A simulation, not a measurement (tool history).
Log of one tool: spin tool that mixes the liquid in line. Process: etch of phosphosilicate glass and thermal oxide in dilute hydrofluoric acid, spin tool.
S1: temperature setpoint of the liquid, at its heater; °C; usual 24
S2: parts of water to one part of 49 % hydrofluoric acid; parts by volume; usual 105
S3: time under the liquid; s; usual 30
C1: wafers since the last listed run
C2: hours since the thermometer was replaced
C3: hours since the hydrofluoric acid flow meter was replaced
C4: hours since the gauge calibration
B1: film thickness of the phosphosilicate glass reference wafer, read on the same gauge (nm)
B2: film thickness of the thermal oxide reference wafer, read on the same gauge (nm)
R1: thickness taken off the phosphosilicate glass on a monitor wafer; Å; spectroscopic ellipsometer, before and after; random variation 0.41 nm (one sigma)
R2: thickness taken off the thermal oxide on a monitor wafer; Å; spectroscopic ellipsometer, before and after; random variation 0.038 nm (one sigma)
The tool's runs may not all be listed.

{"run": 1, "day": 0.0, "S1": 24, "S2": 105, "S3": 30, "C1": 0, "C2": 111.1, "C3": 1187.9, "C4": 552.8, "B1": 139.99, "B2": 110.033, "R1": 395.8, "R2": 11.66}
{"run": 2, "day": 0.438, "S1": 24, "S2": 105, "S3": 30, "C1": 93, "C2": 121.6, "C3": 1198.4, "C4": 563.3, "B1": 140, "B2": 109.974, "R1": 397, "R2": 12.31}
{"run": 3, "day": 1.612, "S1": 24, "S2": 80, "S3": 30, "C1": 251, "C2": 149.8, "C3": 1226.6, "C4": 591.5, "B1": 139.97, "B2": 109.998, "R1": 533.1, "R2": 17.19}
{"run": 4, "day": 1.888, "S1": 29, "S2": 155, "S3": 50, "C1": 58, "C2": 156.4, "C3": 1233.2, "C4": 598.1, "B1": 140.03, "B2": 110.018, "R1": 501.7, "R2": 15.23}
{"run": 5, "day": 2.421, "S1": 24, "S2": 105, "S3": 30, "C1": 114, "C2": 169.2, "C3": 1246, "C4": 610.9, "B1": 140, "B2": 109.983, "R1": 385.9, "R2": 12.25}
{"run": 6, "day": 3.121, "S1": 19.5, "S2": 105, "S3": 15, "C1": 149, "C2": 186, "C3": 1262.8, "C4": 627.7, "B1": 139.99, "B2": 110.003, "R1": 161.1, "R2": 4.8}
{"run": 7, "day": 3.8, "S1": 20, "S2": 75, "S3": 30, "C1": 145, "C2": 202.3, "C3": 1279.1, "C4": 644, "B1": 140.01, "B2": 109.987, "R1": 485, "R2": 14.76}
{"run": 8, "day": 4.058, "S1": 24, "S2": 105, "S3": 30, "C1": 55, "C2": 208.5, "C3": 1285.3, "C4": 650.2, "B1": 140.02, "B2": 109.997, "R1": 397.6, "R2": 12.37}
{"day": 4.75, "done": "hydrofluoric acid flow meter replaced"}
{"run": 9, "day": 4.771, "S1": 26.5, "S2": 105, "S3": 45, "C1": 143, "C2": 225.6, "C3": 0.5, "C4": 667.3, "B1": 139.99, "B2": 109.993, "R1": 720.4, "R2": 21.99}
{"run": 10, "day": 5.371, "S1": 27.5, "S2": 150, "S3": 30, "C1": 128, "C2": 240, "C3": 14.9, "C4": 681.7, "B1": 140.01, "B2": 110.023, "R1": 334.4, "R2": 10.16}
{"run": 11, "day": 5.858, "S1": 24, "S2": 140, "S3": 15, "C1": 104, "C2": 251.7, "C3": 26.6, "C4": 693.4, "B1": 140.01, "B2": 110.039, "R1": 157.9, "R2": 4.83}
{"run": 12, "day": 6.404, "S1": 27, "S2": 60, "S3": 30, "C1": 116, "C2": 264.8, "C3": 39.7, "C4": 706.5, "B1": 140, "B2": 109.981, "R1": 926.4, "R2": 26.82}
{"run": 13, "day": 6.792, "S1": 22, "S2": 85, "S3": 50, "C1": 82, "C2": 274.1, "C3": 49, "C4": 715.8, "B1": 139.98, "B2": 109.983, "R1": 845, "R2": 25.15}
{"run": 14, "day": 7.333, "S1": 24, "S2": 105, "S3": 30, "C1": 115, "C2": 287.1, "C3": 62, "C4": 728.8, "B1": 139.99, "B2": 110, "R1": 438, "R2": 13.17}
{"run": 15, "day": 7.979, "S1": 24, "S2": 105, "S3": 30, "C1": 138, "C2": 302.6, "C3": 77.5, "C4": 744.3, "B1": 139.98, "B2": 109.985, "R1": 443.3, "R2": 13}
{"day": 8.258, "done": "gauge calibrated"}
{"run": 16, "day": 8.596, "S1": 29, "S2": 105, "S3": 25, "C1": 131, "C2": 317.4, "C3": 92.3, "C4": 8.1, "B1": 139.99, "B2": 110.004, "R1": 446.5, "R2": 14.22}
{"run": 17, "day": 8.946, "S1": 24, "S2": 130, "S3": 45, "C1": 74, "C2": 325.8, "C3": 100.7, "C4": 16.5, "B1": 140.02, "B2": 110.02, "R1": 510.3, "R2": 16.55}
{"run": 18, "day": 9.571, "S1": 24, "S2": 105, "S3": 30, "C1": 133, "C2": 340.8, "C3": 115.7, "C4": 31.5, "B1": 139.99, "B2": 109.994, "R1": 436.5, "R2": 13.57}
{"run": 19, "day": 10.092, "S1": 28.5, "S2": 55, "S3": 20, "C1": 111, "C2": 353.3, "C3": 128.2, "C4": 44, "B1": 139.97, "B2": 110.042, "R1": 715.8, "R2": 20.15}
{"run": 20, "day": 10.746, "S1": 24, "S2": 105, "S3": 30, "C1": 139, "C2": 369, "C3": 143.9, "C4": 59.7, "B1": 140.01, "B2": 109.998, "R1": 432.2, "R2": 13.17}
{"run": 21, "day": 11.196, "S1": 21.5, "S2": 90, "S3": 15, "C1": 96, "C2": 379.8, "C3": 154.7, "C4": 70.5, "B1": 140.02, "B2": 109.98, "R1": 235, "R2": 7.25}
{"run": 22, "day": 11.746, "S1": 24, "S2": 135, "S3": 45, "C1": 117, "C2": 393, "C3": 167.9, "C4": 83.7, "B1": 139.99, "B2": 109.975, "R1": 487.2, "R2": 14.45}

Forecast run 23:
{"run": 23, "day": 12.275, "S1": 24, "S2": 105, "S3": 30, "C1": 113, "C2": 405.7, "C3": 180.6, "C4": 96.4, "B1": "?", "B2": "?", "R1": "?", "R2": "?"}

{"run 23": {"B1": 140.01, "B2": 109.981, "R1": 426.6, "R2": 13.48}}
Without the tool's hidden state the same run would have given R1 440.2 Å, R2 13.91 Å.

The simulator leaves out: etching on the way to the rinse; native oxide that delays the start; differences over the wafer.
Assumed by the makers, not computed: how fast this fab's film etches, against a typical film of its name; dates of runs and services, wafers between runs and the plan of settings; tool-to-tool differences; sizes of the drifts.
